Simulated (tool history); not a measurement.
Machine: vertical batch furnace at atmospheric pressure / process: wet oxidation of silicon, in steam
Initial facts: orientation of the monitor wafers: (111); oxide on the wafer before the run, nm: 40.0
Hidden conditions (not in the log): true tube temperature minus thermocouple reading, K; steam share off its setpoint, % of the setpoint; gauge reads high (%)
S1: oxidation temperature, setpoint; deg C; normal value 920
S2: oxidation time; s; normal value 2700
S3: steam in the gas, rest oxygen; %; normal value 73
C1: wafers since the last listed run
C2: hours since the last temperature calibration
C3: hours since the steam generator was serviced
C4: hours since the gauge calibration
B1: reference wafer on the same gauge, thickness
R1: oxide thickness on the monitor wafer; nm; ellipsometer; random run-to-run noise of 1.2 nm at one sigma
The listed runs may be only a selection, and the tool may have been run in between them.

run,hour,S1,S2,S3,C1,C2,C3,C4,B1,R1
1,0.0,920,2700,73,0,3855.9,3719.7,234.6,229.61,200.18
2,11.2,920,2700,73,93,3867.1,3730.9,245.8,228.78,198.96
3,28.7,920,2700,73,146,3884.6,3748.4,263.3,228.96,200.17
4,39.3,920,2700,73,88,3895.2,3759.0,273.9,229.34,198.56
5,96.5,920,1950,73,477,3952.4,3816.2,331.1,229.14,160.99
6,105.8,920,1950,73,77,3961.7,3825.5,340.4,229.05,159.49
7,119.4,920,2700,65,113,3975.3,3839.1,354.0,229.14,184.76
8,137.4,920,2700,65,150,3993.3,3857.1,372.0,229.43,185.09
9,148.3,920,2700,65,91,4004.2,3868.0,382.9,228.94,185.00
# hour 173.3: steam generator serviced
10,173.8,920,2700,73,12,4029.7,0.5,408.4,228.66,199.01
11,178.3,920,2700,73,37,4034.2,5.0,412.9,229.28,197.40
12,182.9,920,2700,73,38,4038.8,9.6,417.5,229.21,199.24
13,193.8,920,2700,73,91,4049.7,20.5,428.4,229.02,196.66
14,228.8,920,2700,73,292,4084.7,55.5,463.4,228.83,199.86
# hour 235.0: gauge calibrated
15,246.0,920,2700,82,143,4101.9,72.7,11.0,228.49,215.20
16,261.7,920,2700,65,131,4117.6,88.4,26.7,228.51,184.54
17,271.7,920,1800,73,83,4127.6,98.4,36.7,228.51,153.27
18,290.7,896,1620,82,158,4146.6,117.4,55.7,229.25,123.89
19,302.0,920,2700,73,94,4157.9,128.7,67.0,228.34,196.24
# hour 341.8: thermocouples replaced and temperature profile calibrated
20,342.3,927,2280,78,136,0.5,169.0,107.3,229.16,196.16
21,346.8,920,2700,84,37,5.0,173.5,111.8,229.19,219.35
22,357.5,920,1770,66,89,15.7,184.2,122.5,228.98,142.38
23,366.2,920,3180,81,72,24.4,192.9,131.2,228.95,238.70
24,377.5,941,1470,83,94,35.7,204.2,142.5,229.37,170.12
25,389.7,905,2700,79,101,47.9,216.4,154.7,228.19,185.55
26,413.3,920,2700,73,197,71.5,240.0,178.3,229.02,199.29
27,425.0,926,2700,73,97,83.2,251.7,190.0,228.49,208.31
28,443.8,920,3360,73,157,102.0,270.5,208.8,228.71,233.16
29,455.9,920,2700,82,101,114.1,282.6,220.9,229.48,218.13

Here are 3 independent what-if runs from the current tool condition. What would each one return?
A,460.5,920,2700,68,38,118.7,287.2,225.5,?,?
B,460.5,926,1830,65,38,118.7,287.2,225.5,?,?
C,460.5,920,3150,84,38,118.7,287.2,225.5,?,?

run,B1,R1
A,228.66,190.14
B,228.66,150.22
C,228.66,242.88
With the hidden condition removed and each run's random variation left untouched, the same runs would have given:
run,R1
A,190.14
B,150.22
C,242.88
